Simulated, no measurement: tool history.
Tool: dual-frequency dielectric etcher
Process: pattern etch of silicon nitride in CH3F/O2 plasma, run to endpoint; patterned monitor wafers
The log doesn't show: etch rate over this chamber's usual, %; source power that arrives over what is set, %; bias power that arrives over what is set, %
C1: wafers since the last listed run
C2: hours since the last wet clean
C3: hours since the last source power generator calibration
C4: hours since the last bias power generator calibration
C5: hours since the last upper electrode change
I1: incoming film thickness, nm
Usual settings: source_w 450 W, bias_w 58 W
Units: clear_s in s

run 1 hour=0 | source_w=450 bias_w=61 | C1=0 C2=504.2 C3=3623.7 C4=3756.9 C5=1518.5 | I1=87.9 | clear_s=107.8
-- hour=32.2 wet clean of the chamber
run 2 hour=35.1 | source_w=450 bias_w=61 | C1=71 C2=2.9 C3=3658.8 C4=3792 C5=1553.6 | I1=87 | clear_s=104.7
run 3 hour=98.6 | source_w=450 bias_w=52 | C1=410 C2=66.4 C3=3722.3 C4=3855.5 C5=1617.1 | I1=87.8 | clear_s=111.8
run 4 hour=144.6 | source_w=450 bias_w=52 | C1=297 C2=112.4 C3=3768.3 C4=3901.5 C5=1663.1 | I1=86.7 | clear_s=111
run 5 hour=328.6 | source_w=450 bias_w=58 | C1=1189 C2=296.4 C3=3952.3 C4=4085.5 C5=1847.1 | I1=87.4 | clear_s=106.6
run 6 hour=382.2 | source_w=450 bias_w=58 | C1=346 C2=350 C3=4005.9 C4=4139.1 C5=1900.7 | I1=87.4 | clear_s=108.8
run 7 hour=413.1 | source_w=450 bias_w=58 | C1=199 C2=380.9 C3=4036.8 C4=4170 C5=1931.6 | I1=86.9 | clear_s=108.6
-- hour=488.7 wet clean of the chamber
-- hour=523.4 source power generator calibrated
run 8 hour=617 | source_w=450 bias_w=58 | C1=1136 C2=128.3 C3=93.6 C4=4373.9 C5=2135.5 | I1=87.7 | clear_s=113
run 9 hour=687.7 | source_w=450 bias_w=58 | C1=456 C2=199 C3=164.3 C4=4444.6 C5=2206.2 | I1=87.2 | clear_s=113.3

The next listed run, before its measurement:
-- hour=748.6 wet clean of the chamber, repeated, since the last time left the tool worse
run 10 hour=749.1 | source_w=520 bias_w=58 | C1=241 C2=0.5 C3=225.7 C4=4506 C5=2267.6 | I1=87 | clear_s=?

clear_s: 101.3 s
Without the tool's hidden state the same run would have given clear_s 100.9 s.
